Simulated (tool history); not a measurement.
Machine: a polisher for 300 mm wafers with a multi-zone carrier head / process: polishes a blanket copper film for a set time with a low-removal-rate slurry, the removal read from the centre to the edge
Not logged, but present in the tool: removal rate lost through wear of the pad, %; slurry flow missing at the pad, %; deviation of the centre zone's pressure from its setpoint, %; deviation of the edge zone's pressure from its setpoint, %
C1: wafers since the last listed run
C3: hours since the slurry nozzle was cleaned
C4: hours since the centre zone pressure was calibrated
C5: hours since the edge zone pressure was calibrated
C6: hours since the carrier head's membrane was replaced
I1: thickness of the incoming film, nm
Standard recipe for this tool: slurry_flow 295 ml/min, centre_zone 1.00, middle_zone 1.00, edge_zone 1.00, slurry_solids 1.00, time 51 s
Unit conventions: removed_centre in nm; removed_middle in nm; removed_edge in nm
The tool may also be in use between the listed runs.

Run 1, hour 0.0: usual settings; C1 0; wafers polished on this pad 1275; C3 632.6; C4 320.3; C5 329.8; C6 189.1; I1 636.9. Result: removed_centre 89.9 nm, removed_middle 92.9 nm, removed_edge 92.2 nm.
Run 2, hour 60.2: usual settings; C1 377; wafers polished on this pad 1653; C3 692.8; C4 380.5; C5 390.0; C6 249.3; I1 643.6. Result: removed_centre 88.1 nm, removed_middle 89.9 nm, removed_edge 91.3 nm.
At hour 93.3: slurry nozzle cleaned.
Run 3, hour 103.1: usual settings but slurry_flow 360 ml/min, time 46 s; C1 263; wafers polished on this pad 1916; C3 9.8; C4 423.4; C5 432.9; C6 292.2; I1 633.8. Result: removed_centre 88.5 nm, removed_middle 94.0 nm, removed_edge 91.2 nm.
At hour 208.5: centre zone pressure recalibrated.
Run 4, hour 209.0: usual settings but slurry_flow 250 ml/min; C1 652; wafers polished on this pad 2568; C3 115.7; C4 0.5; C5 538.8; C6 398.1; I1 642.4. Result: removed_centre 98.7 nm, removed_middle 97.8 nm, removed_edge 95.2 nm.
At hour 242.1: edge zone pressure recalibrated.
At hour 280.9: worn pad replaced by a new one.
Run 5, hour 284.6: usual settings; C1 436; wafers polished on this pad 23; C3 191.3; C4 76.1; C5 42.5; C6 473.7; I1 631.5. Result: removed_centre 98.2 nm, removed_middle 97.8 nm, removed_edge 98.3 nm.
Run 6, hour 360.5: usual settings; C1 476; wafers polished on this pad 499; C3 267.2; C4 152.0; C5 118.4; C6 549.6; I1 641.4. Result: removed_centre 99.1 nm, removed_middle 98.7 nm, removed_edge 98.8 nm.
Run 7, hour 417.2: usual settings; C1 355; wafers polished on this pad 855; C3 323.9; C4 208.7; C5 175.1; C6 606.3; I1 641.9. Result: removed_centre 97.0 nm, removed_middle 100.0 nm, removed_edge 97.3 nm.
Run 8, hour 512.0: usual settings but edge_zone 1.09, slurry_solids 0.90; C1 595; wafers polished on this pad 1451; C3 418.7; C4 303.5; C5 269.9; C6 701.1; I1 642.9. Result: removed_centre 92.8 nm, removed_middle 96.2 nm, removed_edge 98.4 nm.
Run 9, hour 549.4: usual settings but edge_zone 1.09; C1 234; wafers polished on this pad 1685; C3 456.1; C4 340.9; C5 307.3; C6 738.5; I1 644.2. Result: removed_centre 94.3 nm, removed_middle 98.7 nm, removed_edge 101.3 nm.
Run 10, hour 642.2: usual settings but time 46 s; C1 582; wafers polished on this pad 2268; C3 548.9; C4 433.7; C5 400.1; C6 831.3; I1 636.8. Result: removed_centre 81.0 nm, removed_middle 85.0 nm, removed_edge 87.0 nm.
Run 11, hour 685.4: usual settings; C1 271; wafers polished on this pad 2539; C3 592.1; C4 476.9; C5 443.3; C6 874.5; I1 641.1. Result: removed_centre 87.8 nm, removed_middle 95.8 nm, removed_edge 95.4 nm.
Run 12, hour 783.1: usual settings; C1 613; wafers polished on this pad 3153; C3 689.8; C4 574.6; C5 541.0; C6 972.2; I1 643.5. Result: removed_centre 84.3 nm, removed_middle 89.9 nm, removed_edge 92.6 nm.
At hour 788.3: edge zone pressure recalibrated.
At hour 816.8: centre zone pressure recalibrated.
At hour 832.5: worn pad replaced by a new one.
At hour 844.3: slurry nozzle cleaned.
Run 13, hour 855.4: usual settings but slurry_flow 250 ml/min, centre_zone 0.89, slurry_solids 1.20, time 36 s; C1 397; wafers polished on this pad 137; C3 11.1; C4 38.6; C5 67.1; C6 1044.5; I1 638.9. Result: removed_centre 63.0 nm, removed_middle 73.1 nm, removed_edge 71.7 nm.
Run 14, hour 945.0: usual settings but slurry_flow 325 ml/min; C1 562; wafers polished on this pad 700; C3 100.7; C4 128.2; C5 156.7; C6 1134.1; I1 636.5. Result: removed_centre 97.7 nm, removed_middle 99.6 nm, removed_edge 98.6 nm.
Run 15, hour 1039.6: usual settings but middle_zone 0.91; C1 593; wafers polished on this pad 1294; C3 195.3; C4 222.8; C5 251.3; C6 1228.7; I1 645.3. Result: removed_centre 98.5 nm, removed_middle 90.2 nm, removed_edge 96.8 nm.
Run 16, hour 1122.8: usual settings but slurry_flow 385 ml/min, centre_zone 0.91, slurry_solids 0.85, time 64 s; C1 522; wafers polished on this pad 1816; C3 278.5; C4 306.0; C5 334.5; C6 1311.9; I1 640.7. Result: removed_centre 103.8 nm, removed_middle 118.4 nm, removed_edge 117.7 nm.
Run 17, hour 1187.1: usual settings but time 66 s; C1 403; wafers polished on this pad 2220; C3 342.8; C4 370.3; C5 398.8; C6 1376.2; I1 636.2. Result: removed_centre 120.5 nm, removed_middle 124.2 nm, removed_edge 125.9 nm.
Run 18, hour 1245.8: usual settings but slurry_flow 195 ml/min; C1 368; wafers polished on this pad 2588; C3 401.5; C4 429.0; C5 457.5; C6 1434.9; I1 648.0. Result: removed_centre 84.0 nm, removed_middle 90.8 nm, removed_edge 92.5 nm.
At hour 1303.7: worn pad replaced by a new one.
At hour 1324.1: edge zone pressure recalibrated.
Run 19, hour 1349.5: usual settings; C1 613; wafers polished on this pad 274; C3 505.2; C4 532.7; C5 25.4; C6 1538.6; I1 648.8. Result: removed_centre 89.4 nm, removed_middle 97.3 nm, removed_edge 95.7 nm.
Run 20, hour 1422.4: usual settings; C1 457; wafers polished on this pad 732; C3 578.1; C4 605.6; C5 98.3; C6 1611.5; I1 632.8. Result: removed_centre 84.5 nm, removed_middle 95.3 nm, removed_edge 94.7 nm.

What if the next run were any one of these 5? Each begins from the tool's condition after run 20:
Run A, hour 1422.8: usual settings; C1 2; wafers polished on this pad 734; C3 578.5; C4 606.0; C5 98.7; C6 1611.9; I1 642.9. Result: removed_centre ?, removed_middle ?, removed_edge ?.
Run B, hour 1422.8: usual settings but slurry_flow 220 ml/min, centre_zone 1.09, middle_zone 1.12, edge_zone 1.08; C1 2; wafers polished on this pad 734; C3 578.5; C4 606.0; C5 98.7; C6 1611.9; I1 642.9. Result: removed_centre ?, removed_middle ?, removed_edge ?.
Run C, hour 1422.8: usual settings but slurry_flow 355 ml/min, edge_zone 1.06, time 37 s; C1 2; wafers polished on this pad 734; C3 578.5; C4 606.0; C5 98.7; C6 1611.9; I1 642.9. Result: removed_centre ?, removed_middle ?, removed_edge ?.
Run D, hour 1422.8: usual settings but centre_zone 1.09, middle_zone 0.94, slurry_solids 0.85, time 64 s; C1 2; wafers polished on this pad 734; C3 578.5; C4 606.0; C5 98.7; C6 1611.9; I1 642.9. Result: removed_centre ?, removed_middle ?, removed_edge ?.
Run E, hour 1422.8: usual settings but centre_zone 1.07, middle_zone 0.92; C1 2; wafers polished on this pad 734; C3 578.5; C4 606.0; C5 98.7; C6 1611.9; I1 642.9. Result: removed_centre ?, removed_middle ?, removed_edge ?.

run  removed_centre  removed_middle  removed_edge
  A            83.4            95.0          95.3
  B            85.5            98.8          94.9
  C            62.3            70.8          72.6
  D           108.5           107.5         113.8
  E            89.3            88.5          95.4
Without the tool's hidden state the same runs would have given:
run  removed_centre  removed_middle  removed_edge
  A            99.1            99.7          98.9
  B           103.7           105.6          99.6
  C            73.3            73.6          74.9
  D           128.9           112.8         118.1
  E           106.0            92.9          99.0

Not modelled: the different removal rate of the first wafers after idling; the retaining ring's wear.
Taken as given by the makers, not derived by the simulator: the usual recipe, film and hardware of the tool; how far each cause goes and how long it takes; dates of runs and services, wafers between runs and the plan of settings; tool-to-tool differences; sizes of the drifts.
